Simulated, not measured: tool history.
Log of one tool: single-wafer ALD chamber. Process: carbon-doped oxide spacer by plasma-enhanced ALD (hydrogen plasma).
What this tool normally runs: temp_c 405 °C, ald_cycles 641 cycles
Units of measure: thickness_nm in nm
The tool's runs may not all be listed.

run    hour  temp_c  ald_cycles  read-back reference wafer on the same gauge, thickness_nm  thickness_nm
  1       0     405         641                                                     30.769        32.377
  2      85     405         641                                                     30.746        32.223
  3   157.3     405         641                                                     30.724        32.225
  4   257.2     405         641                                                     30.712         32.19
  5   335.4     405         641                                                     30.668        32.234
  6   591.8     405         641                                                      30.59        32.077
  7   656.9     405         641                                                     30.567        32.083
  8   723.1     405         641                                                     30.535        32.207
  9   783.4     405         641                                                      30.51        32.162
 10  1074.5     399         641                                                      30.45        32.506
 11  1115.5     399         641                                                     30.411        32.434
 12  1172.1     405         641                                                     30.405         32.03
 13  1209.6     405         641                                                     30.381        31.956
 14    1291     400         696                                                     30.354        35.085
 15  1376.7     400         696                                                     30.347        35.122
 16  1443.1     405         641                                                     30.307        31.946
 17  1528.7     405         641                                                     30.336        31.907
 18  1608.6     405         641                                                     30.289        31.955
 19  1692.5     405         641                                                     30.251        31.896
     1728.6  -- thermocouple changed; heater temperature recalibrated
 20  1767.6     405         641                                                     30.237         31.72
 21  1805.9     415         705                                                     30.195        33.862
 22  1893.9     415         705                                                     30.175        34.053
 23  1951.3     405         641                                                     30.175        31.864
 24  1989.6     419         641                                                     30.152        30.445
 25  2035.2     405         641                                                     30.133         31.78
 26  2087.7     410         553                                                     30.092        27.006
 27  2135.2     405         641                                                     30.111        31.569
 28  2210.5     410         550                                                     30.098        26.816
 29    2298     413         694                                                     30.044        33.423
 30  2373.9     405         641                                                     30.036        31.565
     2463.8  -- gauge calibrated
 31  2472.8     399         742                                                     30.761         38.16
 32  2511.2     415         705                                                     30.722        34.548
 33  2551.7     400         724                                                     30.757        36.979
 34  2605.6     405         733                                                     30.735        36.772
 35  2700.5     398         641                                                     30.707        32.717
 36  2760.1     401         765                                                     30.655        38.956
 37  2832.6     395         703                                                     30.646        36.043
 38  2928.5     412         738                                                     30.637        36.341
 39  3020.8     390         641                                                     30.585        32.657
 40    3090     412         728                                                     30.598        35.956
 41  3127.1     394         762                                                     30.564        38.787
 42  3233.9     414         524                                                     30.561         25.61
 43  3302.4     417         515                                                     30.546        24.956
 44  3409.5     396         737                                                     30.505        37.436
 45  3506.7     413         641                                                     30.454         31.41
 46  3603.6     405         572                                                     30.446        28.546

What if the next run were any one of these 4? Each begins from the tool's condition after run 46:
  A  3605     394         641                                                          ?             ?
  B  3605     405         581                                                          ?             ?
  C  3605     398         725                                                          ?             ?
  D  3605     414         694                                                          ?             ?

run  read-back reference wafer on the same gauge, thickness_nm  thickness_nm
  A                                                     30.431        32.446
  B                                                     30.431        28.968
  C                                                     30.431        36.698
  D                                                     30.431        33.767
Without the tool's hidden state the same runs would have given:
run  thickness_nm
  A        32.841
  B         29.32
  C        37.145
  D        34.178

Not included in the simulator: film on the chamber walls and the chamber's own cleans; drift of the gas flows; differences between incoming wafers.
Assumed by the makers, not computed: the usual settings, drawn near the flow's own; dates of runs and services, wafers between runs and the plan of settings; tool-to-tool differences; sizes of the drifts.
